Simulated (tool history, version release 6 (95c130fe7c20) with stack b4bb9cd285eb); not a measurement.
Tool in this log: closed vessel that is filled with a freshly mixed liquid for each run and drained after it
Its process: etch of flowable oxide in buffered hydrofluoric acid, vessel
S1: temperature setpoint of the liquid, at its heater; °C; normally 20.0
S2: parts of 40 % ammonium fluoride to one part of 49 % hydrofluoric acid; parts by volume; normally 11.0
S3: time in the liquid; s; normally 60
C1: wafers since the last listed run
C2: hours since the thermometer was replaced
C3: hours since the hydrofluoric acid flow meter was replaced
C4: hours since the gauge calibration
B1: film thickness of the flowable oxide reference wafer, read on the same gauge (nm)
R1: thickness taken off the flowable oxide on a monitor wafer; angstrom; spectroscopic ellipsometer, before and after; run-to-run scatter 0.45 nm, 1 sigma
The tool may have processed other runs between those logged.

run 1 hour=0.0 | S1=20.0 S2=11.0 S3=60 | C1=0 C2=1142.2 C3=2041.0 C4=79.9 | B1=90.00 | R1=2027.4
run 2 hour=9.1 | S1=20.0 S2=11.0 S3=60 | C1=614 C2=1151.3 C3=2050.1 C4=89.0 | B1=89.98 | R1=2030.8
run 3 hour=24.1 | S1=20.0 S2=10.0 S3=60 | C1=1013 C2=1166.3 C3=2065.1 C4=104.0 | B1=90.00 | R1=2222.9
-- hour=29.0 gauge calibrated
run 4 hour=35.3 | S1=20.0 S2=10.0 S3=60 | C1=756 C2=1177.5 C3=2076.3 C4=6.3 | B1=90.03 | R1=2230.6
run 5 hour=41.8 | S1=20.0 S2=10.0 S3=60 | C1=439 C2=1184.0 C3=2082.8 C4=12.8 | B1=89.97 | R1=2222.9
run 6 hour=50.8 | S1=20.0 S2=11.0 S3=60 | C1=608 C2=1193.0 C3=2091.8 C4=21.8 | B1=89.94 | R1=2031.5
run 7 hour=67.0 | S1=20.0 S2=11.0 S3=60 | C1=1094 C2=1209.2 C3=2108.0 C4=38.0 | B1=90.02 | R1=2036.2
run 8 hour=83.5 | S1=20.0 S2=11.0 S3=60 | C1=1115 C2=1225.7 C3=2124.5 C4=54.5 | B1=89.99 | R1=2034.1
-- hour=98.9 thermometer replaced
run 9 hour=111.6 | S1=22.0 S2=7.0 S3=60 | C1=1831 C2=12.7 C3=2152.6 C4=82.6 | B1=90.02 | R1=3036.7
run 10 hour=124.9 | S1=20.0 S2=11.0 S3=90 | C1=898 C2=26.0 C3=2165.9 C4=95.9 | B1=90.01 | R1=2698.2
-- hour=128.9 hydrofluoric acid flow meter replaced
run 11 hour=137.8 | S1=20.0 S2=15.5 S3=30 | C1=804 C2=38.9 C3=8.9 C4=108.8 | B1=90.00 | R1=725.1
run 12 hour=148.3 | S1=20.0 S2=11.0 S3=60 | C1=709 C2=49.4 C3=19.4 C4=119.3 | B1=90.00 | R1=2025.8
-- hour=151.7 gauge calibrated
run 13 hour=163.1 | S1=20.0 S2=11.0 S3=60 | C1=1000 C2=64.2 C3=34.2 C4=11.4 | B1=89.99 | R1=2021.7
run 14 hour=180.0 | S1=20.0 S2=13.5 S3=60 | C1=1142 C2=81.1 C3=51.1 C4=28.3 | B1=89.98 | R1=1663.2
run 15 hour=190.8 | S1=20.0 S2=11.0 S3=60 | C1=729 C2=91.9 C3=61.9 C4=39.1 | B1=89.97 | R1=2032.3
run 16 hour=200.1 | S1=17.5 S2=14.0 S3=80 | C1=628 C2=101.2 C3=71.2 C4=48.4 | B1=90.00 | R1=1850.8

Alternative continuations, all from the tool just after run 16; predict every row:
run A hour=200.8 | S1=20.0 S2=7.5 S3=60 | C1=47 C2=101.9 C3=71.9 C4=49.1 | B1=? | R1=?
run B hour=200.8 | S1=20.0 S2=11.0 S3=40 | C1=47 C2=101.9 C3=71.9 C4=49.1 | B1=? | R1=?
run C hour=200.8 | S1=24.5 S2=15.0 S3=60 | C1=47 C2=101.9 C3=71.9 C4=49.1 | B1=? | R1=?
run D hour=200.8 | S1=24.5 S2=11.0 S3=60 | C1=47 C2=101.9 C3=71.9 C4=49.1 | B1=? | R1=?
run E hour=200.8 | S1=17.0 S2=7.5 S3=30 | C1=47 C2=101.9 C3=71.9 C4=49.1 | B1=? | R1=?

run=A B1=89.98 R1=2894.7
run=B B1=89.98 R1=1354.5
run=C B1=89.98 R1=1920.6
run=D B1=89.98 R1=2602.3
run=E B1=89.98 R1=1222.4
Without the tool's unlogged condition, the same runs would have read:
run=A R1=2899.5
run=B R1=1352.8
run=C R1=1920.0
run=D R1=2601.1
run=E R1=1223.7

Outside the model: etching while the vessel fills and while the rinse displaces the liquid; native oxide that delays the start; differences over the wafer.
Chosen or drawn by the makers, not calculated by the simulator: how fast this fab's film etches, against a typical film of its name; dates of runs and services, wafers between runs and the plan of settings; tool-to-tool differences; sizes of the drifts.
